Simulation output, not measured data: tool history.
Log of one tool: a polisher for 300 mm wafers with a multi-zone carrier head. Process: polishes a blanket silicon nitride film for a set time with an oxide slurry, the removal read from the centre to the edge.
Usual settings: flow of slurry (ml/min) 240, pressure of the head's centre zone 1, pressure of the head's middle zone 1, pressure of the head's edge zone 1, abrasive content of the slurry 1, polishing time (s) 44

| run | hour | flow of slurry (ml/min) | pressure of the head's centre zone | pressure of the head's middle zone | pressure of the head's edge zone | abrasive content of the slurry | polishing time (s) | wafers since the last listed run | wafers polished on this pad | hours since the slurry nozzle was cleaned | hours since the centre zone pressure was calibrated | hours since the edge zone pressure was calibrated | hours since the carrier head's membrane was replaced | incoming thickness of the incoming film, nm | film removed at the wafer's centre (angstrom) | film removed at mid-radius (angstrom) | film removed at the wafer's edge (angstrom) |
|---|---|---|---|---|---|---|---|---|---|---|---|---|---|---|---|---|---|
| 1 | 0 | 305 | 1 | 1 | 1 | 1 | 44 | 0 | 225 | 279 | 138.9 | 517 | 111.5 | 436 | 353 | 358 | 353 |
| 2 | 70.5 | 240 | 1 | 1 | 1 | 1 | 44 | 586 | 812 | 349.5 | 209.4 | 587.5 | 182 | 442.4 | 335 | 339 | 347 |
| 3 | 129.5 | 240 | 1 | 1 | 1 | 1 | 44 | 491 | 1303 | 408.5 | 268.4 | 646.5 | 241 | 447.7 | 320 | 317 | 326 |
|  | 169.1 | worn pad replaced by a new one |
| 4 | 179.3 | 240 | 1 | 1 | 1 | 1 | 44 | 381 | 85 | 458.3 | 318.2 | 696.3 | 290.8 | 447.2 | 354 | 350 | 353 |
| 5 | 213.9 | 240 | 1 | 1 | 1 | 1 | 44 | 288 | 373 | 492.9 | 352.8 | 730.9 | 325.4 | 440.1 | 353 | 350 | 353 |
| 6 | 255.1 | 240 | 1.07 | 1 | 1 | 1 | 44 | 342 | 716 | 534.1 | 394 | 772.1 | 366.6 | 448.6 | 368 | 344 | 345 |
| 7 | 307.6 | 240 | 1.07 | 1 | 1 | 1 | 44 | 437 | 1153 | 586.6 | 446.5 | 824.6 | 419.1 | 435.9 | 354 | 329 | 330 |
|  | 338.8 | worn pad replaced by a new one |
| 8 | 340 | 240 | 1.07 | 1 | 1 | 1 | 44 | 236 | 9 | 619 | 478.9 | 857 | 451.5 | 431.2 | 374 | 348 | 349 |
| 9 | 391.9 | 240 | 1.04 | 0.94 | 1 | 1 | 44 | 432 | 441 | 670.9 | 530.8 | 908.9 | 503.4 | 438.3 | 371 | 329 | 350 |
|  | 474.3 | slurry nozzle cleaned |
|  | 509.3 | worn pad replaced by a new one |
| 10 | 539.4 | 240 | 1 | 1 | 1 | 1 | 44 | 1186 | 250 | 65.1 | 678.3 | 1056.4 | 650.9 | 434.4 | 372 | 349 | 351 |
|  | 543.6 | edge zone pressure recalibrated |
| 11 | 609.9 | 240 | 0.92 | 1.07 | 1 | 0.85 | 39 | 570 | 820 | 135.6 | 748.8 | 66.3 | 721.4 | 442.7 | 275 | 292 | 281 |
| 12 | 646.6 | 240 | 1 | 1 | 1 | 1 | 53 | 305 | 1125 | 172.3 | 785.5 | 103 | 758.1 | 436.3 | 431 | 396 | 401 |
|  | 671.7 | centre zone pressure recalibrated |
|  | 706.8 | carrier head's membrane replaced by a new one |
| 13 | 708.1 | 240 | 1 | 1 | 1 | 1 | 44 | 453 | 1579 | 233.8 | 36.4 | 164.5 | 1.3 | 443.9 | 289 | 303 | 300 |
|  | 734.9 | worn pad replaced by a new one |
| 14 | 751.5 | 205 | 1 | 1 | 0.92 | 0.85 | 37 | 327 | 138 | 277.2 | 79.8 | 207.9 | 44.7 | 447.1 | 264 | 269 | 262 |
| 15 | 782.4 | 240 | 1 | 1 | 1 | 1 | 44 | 257 | 395 | 308.1 | 110.7 | 238.8 | 75.6 | 434.6 | 336 | 344 | 350 |
| 16 | 854.3 | 240 | 1 | 1 | 1 | 1 | 44 | 598 | 993 | 380 | 182.6 | 310.7 | 147.5 | 439.4 | 324 | 326 | 336 |
| 17 | 881.3 | 320 | 1 | 1.11 | 1 | 1 | 31 | 224 | 1218 | 407 | 209.6 | 337.7 | 174.5 | 433.7 | 229 | 258 | 233 |
| 18 | 909.6 | 240 | 0.92 | 1.07 | 1 | 0.85 | 39 | 235 | 1454 | 435.3 | 237.9 | 366 | 202.8 | 438.8 | 230 | 271 | 263 |
|  | 942.6 | worn pad replaced by a new one |
| 19 | 945 | 240 | 1.09 | 1 | 0.91 | 1.25 | 44 | 261 | 20 | 470.7 | 273.3 | 401.4 | 238.2 | 436.2 | 412 | 398 | 379 |
| 20 | 998.4 | 240 | 0.91 | 1.03 | 1 | 1 | 34 | 444 | 464 | 524.1 | 326.7 | 454.8 | 291.6 | 443.4 | 243 | 276 | 268 |

3 ways to go on from here, each from the tool as it stands after run 20. What would each give?
| A | 998.8 | 240 | 0.94 | 1 | 1 | 1 | 44 | 3 | 468 | 524.5 | 327.1 | 455.2 | 292 | 433.4 | ? | ? | ? |
| B | 998.8 | 240 | 1 | 0.9 | 1 | 1 | 39 | 3 | 468 | 524.5 | 327.1 | 455.2 | 292 | 433.4 | ? | ? | ? |
| C | 998.8 | 295 | 1 | 1 | 1.06 | 1 | 44 | 3 | 468 | 524.5 | 327.1 | 455.2 | 292 | 433.4 | ? | ? | ? |

| run | film removed at the wafer's centre (angstrom) | film removed at mid-radius (angstrom) | film removed at the wafer's edge (angstrom) |
|---|---|---|---|
| A | 319 | 355 | 354 |
| B | 301 | 289 | 314 |
| C | 345 | 360 | 365 |
Without the tool's hidden state the same runs would have given:
| run | film removed at the wafer's centre (angstrom) | film removed at mid-radius (angstrom) | film removed at the wafer's edge (angstrom) |
|---|---|---|---|
| A | 322 | 361 | 360 |
| B | 303 | 294 | 320 |
| C | 348 | 366 | 371 |
